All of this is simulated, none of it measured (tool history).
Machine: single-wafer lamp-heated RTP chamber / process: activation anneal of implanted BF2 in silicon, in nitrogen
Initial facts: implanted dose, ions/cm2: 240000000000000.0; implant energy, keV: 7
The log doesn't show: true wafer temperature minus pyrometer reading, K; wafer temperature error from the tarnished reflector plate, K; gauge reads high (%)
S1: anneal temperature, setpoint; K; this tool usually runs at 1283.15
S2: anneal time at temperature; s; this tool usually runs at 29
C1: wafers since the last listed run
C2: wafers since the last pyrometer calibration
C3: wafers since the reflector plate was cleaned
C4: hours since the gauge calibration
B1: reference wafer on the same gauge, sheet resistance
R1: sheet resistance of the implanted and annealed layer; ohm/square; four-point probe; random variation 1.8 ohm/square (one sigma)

Run 1, hour 0: usual settings; C1 0; C2 1704; C3 665; C4 840.2; B1 567.98. Result: R1 505.55 ohm/square.
Run 2, hour 21.2: usual settings; C1 164; C2 1868; C3 829; C4 861.4; B1 566.82. Result: R1 502.1 ohm/square.
Run 3, hour 103.5: usual settings but S1 1274.15 K; C1 637; C2 2506; C3 1466; C4 943.7; B1 567.68. Result: R1 510.42 ohm/square.
Run 4, hour 142.3: usual settings but S1 1274.15 K; C1 300; C2 2806; C3 1767; C4 982.5; B1 566.67. Result: R1 506.58 ohm/square.
Run 5, hour 170.1: usual settings but S1 1274.15 K; C1 215; C2 3021; C3 1982; C4 1010.3; B1 566.72. Result: R1 510.11 ohm/square.
Run 6, hour 195.6: usual settings but S2 35 s; C1 197; C2 3219; C3 2179; C4 1035.8; B1 566.74. Result: R1 493.52 ohm/square.
Run 7, hour 218.9: usual settings but S2 35 s; C1 180; C2 3399; C3 2360; C4 1059.1; B1 565.82. Result: R1 490.93 ohm/square.
Run 8, hour 245.6: usual settings but S2 41 s; C1 206; C2 3606; C3 2567; C4 1085.8; B1 566.33. Result: R1 485.25 ohm/square.
Run 9, hour 273.3: usual settings but S1 1269.15 K; C1 214; C2 3820; C3 2781; C4 1113.5; B1 567.2. Result: R1 513.38 ohm/square.
Run 10, hour 306.5: usual settings but S1 1269.15 K; C1 257; C2 4077; C3 3038; C4 1146.7; B1 566.72. Result: R1 512.29 ohm/square.
Run 11, hour 330.4: usual settings; C1 185; C2 4262; C3 3223; C4 1170.6; B1 567.24. Result: R1 491.19 ohm/square.
At hour 332.1: gauge calibrated.
Run 12, hour 343.5: usual settings but S1 1263.15 K; C1 101; C2 4364; C3 3325; C4 11.4; B1 567. Result: R1 517.14 ohm/square.
Run 13, hour 356.5: usual settings but S1 1263.15 K; C1 100; C2 4464; C3 3425; C4 24.4; B1 567.07. Result: R1 515.67 ohm/square.
Run 14, hour 375.6: usual settings but S1 1263.15 K; C1 147; C2 4612; C3 3573; C4 43.5; B1 566.85. Result: R1 517.37 ohm/square.
Run 15, hour 391.9: usual settings; C1 126; C2 4738; C3 3699; C4 59.8; B1 567.45. Result: R1 488.7 ohm/square.
Run 16, hour 420.8: usual settings; C1 223; C2 4962; C3 3923; C4 88.7; B1 566.84. Result: R1 491.95 ohm/square.
At hour 441.2: reflector plate cleaned.
Run 17, hour 450.5: usual settings but S1 1268.15 K, S2 22 s; C1 168; C2 5130; C3 71; C4 118.4; B1 566.55. Result: R1 524.56 ohm/square.
Run 18, hour 483.8: usual settings; C1 257; C2 5388; C3 329; C4 151.7; B1 567.09. Result: R1 499.7 ohm/square.
Run 19, hour 501.9: usual settings but S1 1273.15 K, S2 42 s; C1 140; C2 5528; C3 469; C4 169.8; B1 566.95. Result: R1 496.04 ohm/square.
Run 20, hour 537.5: usual settings but S1 1259.15 K, S2 38 s; C1 275; C2 5804; C3 745; C4 205.4; B1 567.12. Result: R1 514.65 ohm/square.
Run 21, hour 559.2: usual settings but S1 1273.15 K, S2 45 s; C1 168; C2 5972; C3 913; C4 227.1; B1 566.65. Result: R1 488.34 ohm/square.
At hour 574.2: pyrometer window cleaned and pyrometer calibrated.
Run 22, hour 578.1: usual settings; C1 84; C2 30; C3 997; C4 246; B1 566.51. Result: R1 508.23 ohm/square.
Run 23, hour 612.8: usual settings; C1 268; C2 298; C3 1266; C4 280.7; B1 567.5. Result: R1 503.7 ohm/square.
Run 24, hour 648.1: usual settings; C1 273; C2 572; C3 1539; C4 316; B1 566.57. Result: R1 505.97 ohm/square.
Run 25, hour 670.3: usual settings; C1 171; C2 743; C3 1711; C4 338.2; B1 566.83. Result: R1 503.93 ohm/square.
Run 26, hour 688.2: usual settings but S1 1275.15 K, S2 13 s; C1 138; C2 882; C3 1850; C4 356.1; B1 567.47. Result: R1 539.73 ohm/square.
Run 27, hour 719.9: usual settings but S1 1293.15 K; C1 245; C2 1127; C3 2095; C4 387.8; B1 567.74. Result: R1 490.85 ohm/square.
Run 28, hour 748.6: usual settings; C1 222; C2 1350; C3 2317; C4 416.5; B1 566.64. Result: R1 501.12 ohm/square.
Run 29, hour 779.9: usual settings but S1 1294.15 K, S2 13 s; C1 242; C2 1592; C3 2560; C4 447.8; B1 566.04. Result: R1 512.12 ohm/square.
Run 30, hour 796.7: usual settings but S1 1292.15 K, S2 44 s; C1 130; C2 1722; C3 2690; C4 464.6; B1 567.44. Result: R1 478.81 ohm/square.
Run 31, hour 820.4: usual settings but S2 12 s; C1 183; C2 1906; C3 2873; C4 488.3; B1 567.17. Result: R1 529.47 ohm/square.
Run 32, hour 832.8: usual settings but S1 1309.15 K, S2 42 s; C1 96; C2 2002; C3 2969; C4 500.7; B1 566.03. Result: R1 465.21 ohm/square.
Run 33, hour 857.9: usual settings but S1 1293.15 K; C1 194; C2 2196; C3 3163; C4 525.8; B1 566.72. Result: R1 489.89 ohm/square.
Run 34, hour 886.6: usual settings but S1 1303.15 K, S2 21 s; C1 222; C2 2418; C3 3386; C4 554.5; B1 567.52. Result: R1 489.91 ohm/square.
Run 35, hour 900.2: usual settings; C1 105; C2 2523; C3 3491; C4 568.1; B1 567.48. Result: R1 496.92 ohm/square.
Run 36, hour 914.5: usual settings but S1 1256.15 K, S2 37 s; C1 110; C2 2634; C3 3602; C4 582.4; B1 567.2. Result: R1 525.31 ohm/square.

Consider 5 possible next runs. They are alternatives, not a sequence: every one starts from the tool as it was left by run 36. What does each give?
Run A, hour 914.9: usual settings; C1 3; C2 2637; C3 3605; C4 582.8; B1 ?. Result: R1 ?.
Run B, hour 914.9: usual settings but S1 1261.15 K, S2 17 s; C1 3; C2 2637; C3 3605; C4 582.8; B1 ?. Result: R1 ?.
Run C, hour 914.9: usual settings but S1 1265.15 K, S2 21 s; C1 3; C2 2637; C3 3605; C4 582.8; B1 ?. Result: R1 ?.
Run D, hour 914.9: usual settings but S1 1311.15 K, S2 13 s; C1 3; C2 2637; C3 3605; C4 582.8; B1 ?. Result: R1 ?.
Run E, hour 914.9: usual settings but S2 22 s; C1 3; C2 2637; C3 3605; C4 582.8; B1 ?. Result: R1 ?.

run      B1      R1
  A  566.66  495.77
  B  566.66  544.32
  C  566.66  530.88
  D  566.66  493.63
  E  566.66  504.71
What these runs would have given with no unlogged condition in the tool:
run      R1
  A  506.49
  B  558.59
  C  544.93
  D   500.8
  E  516.03

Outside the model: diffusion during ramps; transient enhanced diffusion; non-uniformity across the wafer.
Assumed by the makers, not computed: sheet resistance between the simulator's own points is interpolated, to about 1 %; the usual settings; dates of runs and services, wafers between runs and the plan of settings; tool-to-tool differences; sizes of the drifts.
